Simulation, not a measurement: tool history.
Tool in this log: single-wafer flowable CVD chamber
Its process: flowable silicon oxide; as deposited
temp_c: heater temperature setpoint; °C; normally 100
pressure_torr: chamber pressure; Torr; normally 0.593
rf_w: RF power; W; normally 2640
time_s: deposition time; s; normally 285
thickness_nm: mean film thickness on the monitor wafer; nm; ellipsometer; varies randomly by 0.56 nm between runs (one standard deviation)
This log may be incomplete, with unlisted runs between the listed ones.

run   hour  temp_c  pressure_torr  rf_w  time_s  wafers since the last listed run  hours since the last thermocouple change  hours since the last RF generator calibration  hours since the last manometer calibration  hours since the showerhead was replaced  hours since the gauge calibration  read-back reference wafer on the same gauge, thickness_nm  thickness_nm
  1    0.0     100          0.593  2640     285                                 0                                    2680.2                                         1164.2                                      2114.0                                   3935.3                              139.7                                                    134.322       129.123
  2   27.2     100          0.593  3055     285                               119                                    2707.4                                         1191.4                                      2141.2                                   3962.5                              166.9                                                    134.240       130.355
  3   63.0     100          0.593  2640     285                               157                                    2743.2                                         1227.2                                      2177.0                                   3998.3                              202.7                                                    133.869       128.890
  4   83.5     100          0.593  2640     285                                90                                    2763.7                                         1247.7                                      2197.5                                   4018.8                              223.2                                                    133.933       128.926
     112.3  -- showerhead replaced
  5  112.8     100          0.593  2640     285                                93                                    2793.0                                         1277.0                                      2226.8                                      0.5                              252.5                                                    133.792       129.704
  6  131.0     100          0.546  2640     285                                80                                    2811.2                                         1295.2                                      2245.0                                     18.7                              270.7                                                    133.706       119.674
     156.2  -- thermocouple changed; heater temperature recalibrated
  7  160.5     100          0.546  2640     285                                94                                       4.3                                         1324.7                                      2274.5                                     48.2                              300.2                                                    133.512       119.374
  8  179.1     100          0.546  2640     285                                81                                      22.9                                         1343.3                                      2293.1                                     66.8                              318.8                                                    133.379       118.557
  9  211.8     100          0.593  2640     285                               144                                      55.6                                         1376.0                                      2325.8                                     99.5                              351.5                                                    133.172       128.518
 10  224.8     103          0.593  2640     285                                57                                      68.6                                         1389.0                                      2338.8                                    112.5                              364.5                                                    133.324       117.554
     256.8  -- RF generator calibrated
 11  257.3     100          0.489  2215     256                               107                                     101.1                                            0.5                                      2371.3                                    145.0                              397.0                                                    132.899        94.215
 12  269.5     100          0.593  2640     285                                53                                     113.3                                           12.7                                      2383.5                                    157.2                              409.2                                                    132.783       128.782
 13  300.9     100          0.593  2640     285                               138                                     144.7                                           44.1                                      2414.9                                    188.6                              440.6                                                    132.780       128.989
 14  325.7     111          0.497  2305     285                               109                                     169.5                                           68.9                                      2439.7                                    213.4                              465.4                                                    132.767        77.565
     328.5  -- gauge calibrated
     356.0  -- capacitance manometer re-zeroed and calibrated
 15  356.5     100          0.593  2640     285                               100                                     200.3                                           99.7                                         0.5                                    244.2                               28.0                                                    134.930       130.818
 16  367.8     100          0.593  2375     285                                49                                     211.6                                          111.0                                        11.8                                    255.5                               39.3                                                    134.648       129.664
 17  383.8     108          0.662  2865     333                                70                                     227.6                                          127.0                                        27.8                                    271.5                               55.3                                                    134.622       135.846
 18  416.7      90          0.593  2640     285                               144                                     260.5                                          159.9                                        60.7                                    304.4                               88.2                                                    134.433       172.839
 19  436.0     100          0.593  2640     285                                84                                     279.8                                          179.2                                        80.0                                    323.7                              107.5                                                    134.679       131.064
 20  469.8     100          0.593  2640     285                               148                                     313.6                                          213.0                                       113.8                                    357.5                              141.3                                                    134.192       130.396
 21  489.1     100          0.593  2800     323                                84                                     332.9                                          232.3                                       133.1                                    376.8                              160.6                                                    134.325       146.828

Forecast run 22:
 22  511.9     100          0.593  2640     340                               100                                     355.7                                          255.1                                       155.9                                    399.6                              183.4                                                          ?             ?

read-back reference wafer on the same gauge, thickness_nm: 134.043
thickness_nm: 155.007 nm
With no hidden state in the tool, this same run would have given thickness_nm 156.081 nm.

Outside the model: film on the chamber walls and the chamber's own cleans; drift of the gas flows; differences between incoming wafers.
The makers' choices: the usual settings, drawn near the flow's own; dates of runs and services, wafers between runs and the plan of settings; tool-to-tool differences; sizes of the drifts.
